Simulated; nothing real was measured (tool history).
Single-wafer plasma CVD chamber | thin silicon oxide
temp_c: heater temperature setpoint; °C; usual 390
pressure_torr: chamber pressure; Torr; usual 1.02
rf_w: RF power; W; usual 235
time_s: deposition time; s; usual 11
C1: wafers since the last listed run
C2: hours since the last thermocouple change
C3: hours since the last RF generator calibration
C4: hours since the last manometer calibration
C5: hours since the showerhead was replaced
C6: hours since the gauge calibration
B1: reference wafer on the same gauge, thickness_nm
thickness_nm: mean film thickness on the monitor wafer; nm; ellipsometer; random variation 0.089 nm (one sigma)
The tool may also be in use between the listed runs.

Run 1, hour 0: usual settings; C1 0; C2 2200.6; C3 1684.1; C4 2214.4; C5 5481.9; C6 38.1; B1 25.602. Result: thickness_nm 21.794 nm.
Run 2, hour 17.3: usual settings but time_s 9.5 s; C1 651; C2 2217.9; C3 1701.4; C4 2231.7; C5 5499.2; C6 55.4; B1 25.601. Result: thickness_nm 19.024 nm.
Run 3, hour 30.6: usual settings but time_s 9.5 s; C1 501; C2 2231.2; C3 1714.7; C4 2245; C5 5512.5; C6 68.7; B1 25.589. Result: thickness_nm 18.922 nm.
Run 4, hour 50.9: usual settings but time_s 9.5 s; C1 764; C2 2251.5; C3 1735; C4 2265.3; C5 5532.8; C6 89; B1 25.586. Result: thickness_nm 18.938 nm.
Run 5, hour 66.5: usual settings but time_s 9.4 s; C1 587; C2 2267.1; C3 1750.6; C4 2280.9; C5 5548.4; C6 104.6; B1 25.594. Result: thickness_nm 18.647 nm.
Run 6, hour 99.4: usual settings but time_s 9.4 s; C1 1239; C2 2300; C3 1783.5; C4 2313.8; C5 5581.3; C6 137.5; B1 25.566. Result: thickness_nm 18.645 nm.
Run 7, hour 113.4: usual settings but time_s 9.4 s; C1 527; C2 2314; C3 1797.5; C4 2327.8; C5 5595.3; C6 151.5; B1 25.607. Result: thickness_nm 18.783 nm.
Run 8, hour 125.7: usual settings but temp_c 379 °C, time_s 9.1 s; C1 463; C2 2326.3; C3 1809.8; C4 2340.1; C5 5607.6; C6 163.8; B1 25.618. Result: thickness_nm 18.17 nm.
Run 9, hour 160.5: usual settings but pressure_torr 0.77 Torr, rf_w 275 W; C1 1311; C2 2361.1; C3 1844.6; C4 2374.9; C5 5642.4; C6 198.6; B1 25.599. Result: thickness_nm 19.587 nm.
Run 10, hour 184.1: usual settings but pressure_torr 0.89 Torr, rf_w 195 W; C1 889; C2 2384.7; C3 1868.2; C4 2398.5; C5 5666; C6 222.2; B1 25.606. Result: thickness_nm 18.105 nm.
Run 11, hour 202.7: usual settings but pressure_torr 0.94 Torr, rf_w 195 W, time_s 9 s; C1 700; C2 2403.3; C3 1886.8; C4 2417.1; C5 5684.6; C6 240.8; B1 25.595. Result: thickness_nm 15.615 nm.
Run 12, hour 215.3: usual settings but time_s 9.5 s; C1 474; C2 2415.9; C3 1899.4; C4 2429.7; C5 5697.2; C6 253.4; B1 25.593. Result: thickness_nm 18.97 nm.
Run 13, hour 227.3: usual settings but temp_c 403 °C; C1 452; C2 2427.9; C3 1911.4; C4 2441.7; C5 5709.2; C6 265.4; B1 25.564. Result: thickness_nm 21.716 nm.
Run 14, hour 251.7: usual settings; C1 919; C2 2452.3; C3 1935.8; C4 2466.1; C5 5733.6; C6 289.8; B1 25.601. Result: thickness_nm 21.735 nm.
At hour 274.2: RF generator calibrated.
At hour 286.7: capacitance manometer re-zeroed and calibrated.
Run 15, hour 287.2: usual settings but pressure_torr 1.15 Torr, rf_w 195 W, time_s 13 s; C1 734; C2 2487.8; C3 13; C4 0.5; C5 5769.1; C6 325.3; B1 25.604. Result: thickness_nm 24.663 nm.
Run 16, hour 293: usual settings; C1 218; C2 2493.6; C3 18.8; C4 6.3; C5 5774.9; C6 331.1; B1 25.625. Result: thickness_nm 21.39 nm.
Run 17, hour 305.2: usual settings but temp_c 394 °C, pressure_torr 1.2 Torr, rf_w 250 W, time_s 10.3 s; C1 459; C2 2505.8; C3 31; C4 18.5; C5 5787.1; C6 343.3; B1 25.607. Result: thickness_nm 22.614 nm.
At hour 321.7: thermocouple changed; heater temperature recalibrated.
Run 18, hour 334: usual settings but temp_c 396 °C, rf_w 195 W, time_s 12.8 s; C1 783; C2 12.3; C3 59.8; C4 47.3; C5 5815.9; C6 372.1; B1 25.594. Result: thickness_nm 22.472 nm.
At hour 350.5: showerhead replaced.
Run 19, hour 365.6: usual settings; C1 889; C2 43.9; C3 91.4; C4 78.9; C5 15.1; C6 403.7; B1 25.609. Result: thickness_nm 21.489 nm.
At hour 423.9: RF generator calibrated, repeated, since the last time left the tool worse.
Run 20, hour 449.5: usual settings but pressure_torr 1.26 Torr, rf_w 250 W; C1 2860; C2 127.8; C3 25.6; C4 162.8; C5 99; C6 487.6; B1 25.614. Result: thickness_nm 26.041 nm.
Run 21, hour 466.3: usual settings but temp_c 381 °C; C1 633; C2 144.6; C3 42.4; C4 179.6; C5 115.8; C6 504.4; B1 25.59. Result: thickness_nm 22.531 nm.
Run 22, hour 497.4: usual settings but time_s 12.3 s; C1 1171; C2 175.7; C3 73.5; C4 210.7; C5 146.9; C6 535.5; B1 25.627. Result: thickness_nm 25.069 nm.
Run 23, hour 516.6: usual settings but rf_w 205 W; C1 723; C2 194.9; C3 92.7; C4 229.9; C5 166.1; C6 554.7; B1 25.578. Result: thickness_nm 20.846 nm.
Run 24, hour 539.4: usual settings but temp_c 386 °C, rf_w 195 W, time_s 10.1 s; C1 859; C2 217.7; C3 115.5; C4 252.7; C5 188.9; C6 577.5; B1 25.611. Result: thickness_nm 18.788 nm.
Run 25, hour 552: usual settings but temp_c 395 °C, time_s 9.9 s; C1 474; C2 230.3; C3 128.1; C4 265.3; C5 201.5; C6 590.1; B1 25.599. Result: thickness_nm 20.086 nm.
At hour 553.6: gauge calibrated.
Run 26, hour 584.5: usual settings but rf_w 260 W; C1 1224; C2 262.8; C3 160.6; C4 297.8; C5 234; C6 30.9; B1 25.61. Result: thickness_nm 23.491 nm.
Run 27, hour 612.5: usual settings but temp_c 401 °C, pressure_torr 1.12 Torr, rf_w 195 W, time_s 10.4 s; C1 1055; C2 290.8; C3 188.6; C4 325.8; C5 262; C6 58.9; B1 25.617. Result: thickness_nm 20.062 nm.
Run 28, hour 628.6: usual settings but temp_c 400 °C, pressure_torr 1.1 Torr, rf_w 210 W, time_s 13.1 s; C1 606; C2 306.9; C3 204.7; C4 341.9; C5 278.1; C6 75; B1 25.587. Result: thickness_nm 25.958 nm.

Forecast each of these 4 alternatives for the next run:
Run A, hour 629: usual settings; C1 15; C2 307.3; C3 205.1; C4 342.3; C5 278.5; C6 75.4; B1 ?. Result: thickness_nm ?.
Run B, hour 629: usual settings but rf_w 200 W, time_s 12.3 s; C1 15; C2 307.3; C3 205.1; C4 342.3; C5 278.5; C6 75.4; B1 ?. Result: thickness_nm ?.
Run C, hour 629: usual settings but rf_w 250 W; C1 15; C2 307.3; C3 205.1; C4 342.3; C5 278.5; C6 75.4; B1 ?. Result: thickness_nm ?.
Run D, hour 629: usual settings but pressure_torr 0.92 Torr, rf_w 205 W; C1 15; C2 307.3; C3 205.1; C4 342.3; C5 278.5; C6 75.4; B1 ?. Result: thickness_nm ?.

run      B1  thickness_nm
  A  25.594        22.561
  B  25.594        23.209
  C  25.594        23.259
  D  25.594         19.76
Without the tool's hidden state the same runs would have given:
run  thickness_nm
  A        22.762
  B        23.432
  C        23.464
  D         19.95

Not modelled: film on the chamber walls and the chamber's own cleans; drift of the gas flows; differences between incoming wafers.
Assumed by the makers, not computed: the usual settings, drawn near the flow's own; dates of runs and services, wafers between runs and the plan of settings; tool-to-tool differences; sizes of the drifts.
